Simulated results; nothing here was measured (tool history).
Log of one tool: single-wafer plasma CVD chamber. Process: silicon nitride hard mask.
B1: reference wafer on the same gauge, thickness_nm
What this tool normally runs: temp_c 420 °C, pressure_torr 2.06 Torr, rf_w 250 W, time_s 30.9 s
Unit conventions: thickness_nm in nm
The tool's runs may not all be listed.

run 1 day=0 | temp_c=420 pressure_torr=2.06 rf_w=250 time_s=27.2 | B1=39.632 | thickness_nm=28.664
run 2 day=2.912 | temp_c=420 pressure_torr=2.06 rf_w=250 time_s=27.2 | B1=39.717 | thickness_nm=28.75
run 3 day=7.275 | temp_c=420 pressure_torr=2.06 rf_w=250 time_s=27.2 | B1=39.733 | thickness_nm=28.635
run 4 day=11.004 | temp_c=413 pressure_torr=2.06 rf_w=250 time_s=30.9 | B1=39.727 | thickness_nm=32.579
run 5 day=14.496 | temp_c=413 pressure_torr=2.06 rf_w=250 time_s=30.9 | B1=39.734 | thickness_nm=32.246
run 6 day=17.671 | temp_c=413 pressure_torr=2.06 rf_w=250 time_s=30.9 | B1=39.76 | thickness_nm=32.314
-- day=19.254 gauge calibrated
run 7 day=19.7 | temp_c=420 pressure_torr=2.06 rf_w=250 time_s=30.9 | B1=39.666 | thickness_nm=32.199
run 8 day=21.267 | temp_c=420 pressure_torr=2.06 rf_w=250 time_s=30.9 | B1=39.734 | thickness_nm=32.064
run 9 day=24.225 | temp_c=420 pressure_torr=2.06 rf_w=250 time_s=30.9 | B1=39.705 | thickness_nm=32.014
-- day=25.1 thermocouple changed; heater temperature recalibrated
run 10 day=27.475 | temp_c=414 pressure_torr=2.06 rf_w=250 time_s=30.9 | B1=39.729 | thickness_nm=31.913
-- day=28.042 capacitance manometer re-zeroed and calibrated
run 11 day=31.417 | temp_c=429 pressure_torr=2.44 rf_w=205 time_s=33.3 | B1=39.715 | thickness_nm=30.33
-- day=32.475 RF generator calibrated
-- day=32.804 showerhead replaced
run 12 day=35.562 | temp_c=420 pressure_torr=2.06 rf_w=205 time_s=30.9 | B1=39.687 | thickness_nm=28.681
run 13 day=39.921 | temp_c=405 pressure_torr=1.7 rf_w=230 time_s=28.6 | B1=39.648 | thickness_nm=28.214
run 14 day=41.742 | temp_c=434 pressure_torr=2.06 rf_w=220 time_s=30.9 | B1=39.712 | thickness_nm=30.242
run 15 day=43.375 | temp_c=434 pressure_torr=2.06 rf_w=220 time_s=30.9 | B1=39.737 | thickness_nm=30.264
run 16 day=47.012 | temp_c=420 pressure_torr=2.06 rf_w=250 time_s=30.9 | B1=39.726 | thickness_nm=33.793
run 17 day=48.858 | temp_c=405 pressure_torr=2.06 rf_w=230 time_s=33.3 | B1=39.703 | thickness_nm=34.12
run 18 day=51.404 | temp_c=420 pressure_torr=1.89 rf_w=270 time_s=30.9 | B1=39.673 | thickness_nm=35.201
run 19 day=53.817 | temp_c=420 pressure_torr=1.87 rf_w=250 time_s=30.9 | B1=39.727 | thickness_nm=32.847

Some steps in thickness_nm, run to run, broken into two amounts with sign: the step expected even without the hidden condition (settings, incoming material, random variation), and the rest, left for the hidden condition together with whatever gauge scatter is not in both the measured and the hidden-condition-free result:
What the log doesn't record here: wafer temperature above the value expected at the setpoint (K); delivered RF power above the setpoint (%); true pressure above the setpoint (%); gauge reads high (%).
Run 3 -> 4: temp_c 420 -> 413, time_s 27.2 -> 30.9. thickness_nm +3.944 nm: hidden state -0.35, all else +4.294.
Run 11 -> 12: temp_c 429 -> 420, pressure_torr 2.44 -> 2.06, time_s 33.3 -> 30.9, RF generator calibrated, showerhead replaced. thickness_nm -1.649 nm: hidden state +1.714, all else -3.363.
